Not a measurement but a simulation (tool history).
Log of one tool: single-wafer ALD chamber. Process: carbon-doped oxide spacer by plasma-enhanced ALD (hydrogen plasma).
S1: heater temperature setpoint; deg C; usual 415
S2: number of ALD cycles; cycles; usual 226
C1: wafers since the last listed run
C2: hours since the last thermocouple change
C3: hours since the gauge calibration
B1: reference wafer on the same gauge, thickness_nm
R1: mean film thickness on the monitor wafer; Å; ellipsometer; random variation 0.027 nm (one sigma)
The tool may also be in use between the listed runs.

run     day   S1   S2   C1      C2      C3     B1      R1
  1   0.000  415  226    0   502.7  1249.2  9.896  106.40
      2.004  -- gauge calibrated
  2   3.946  415  226  138   597.4    46.6  9.904  106.28
  3   6.708  415  226   97   663.7   112.9  9.895  106.07
  4   8.921  415  226   77   716.8   166.0  9.913  106.25
  5  10.988  415  226   72   766.4   215.6  9.904  105.51
  6  13.758  415  226   97   832.9   282.1  9.902  105.37
  7  17.329  415  226  125   918.6   367.8  9.904  105.46
  8  20.408  415  226  108   992.5   441.7  9.904  105.80
  9  24.296  415  226  136  1085.8   535.0  9.896  105.56
 10  27.538  415  226  114  1163.6   612.8  9.898  105.35
 11  30.800  415  226  114  1241.9   691.1  9.897  105.55
 12  33.733  424  226  103  1312.3   761.5  9.895  102.75
 13  35.304  424  226   55  1350.0   799.2  9.914  102.73
 14  38.254  430  242  103  1420.8   870.0  9.909  107.62
 15  42.483  424  226  148  1522.3   971.5  9.900  102.43
 16  46.492  407  247  141  1618.5  1067.7  9.893  117.80
 17  49.567  415  226  108  1692.3  1141.5  9.907  104.84
 18  51.542  415  226   69  1739.7  1188.9  9.906  104.95
 19  55.404  430  196  135  1832.4  1281.6  9.898   87.01
 20  57.271  430  196   65  1877.2  1326.4  9.895   86.92
     60.846  -- thermocouple changed; heater temperature recalibrated
 21  60.925  429  252  116     1.9  1414.1  9.903  114.50
     63.433  -- gauge calibrated
 22  69.879  415  226  314   216.8   154.7  9.899  106.23
 23  73.846  402  241  139   312.0   249.9  9.898  117.43
 24  75.671  408  248   64   355.8   293.7  9.896  119.33
 25  78.396  401  195   95   421.2   359.1  9.902   95.48
 26  82.354  424  209  139   516.2   454.1  9.897   96.00
 27  85.025  407  193   93   580.3   518.2  9.892   92.78

Hidden state at the last listed run before each entry between runs and at the first one after, where it differs:
Between runs 1 and 2: gauge calibrated (day 2.004)
  wafer temperature above the value expected at the setpoint (K): 2.38 -> 2.67
  measured less the result without the state, R1: -0.71 -> -0.79 Å
Between runs 20 and 21: thermocouple changed; heater temperature recalibrated (day 60.846)
  wafer temperature above the value expected at the setpoint (K): 6.61 -> 0.447
  measured less the result without the state, R1: -1.69 -> -0.14 Å
Between runs 21 and 22: gauge calibrated (day 63.433)
  wafer temperature above the value expected at the setpoint (K): 0.447 -> 1.11
  measured less the result without the state, R1: -0.14 -> -0.33 Å
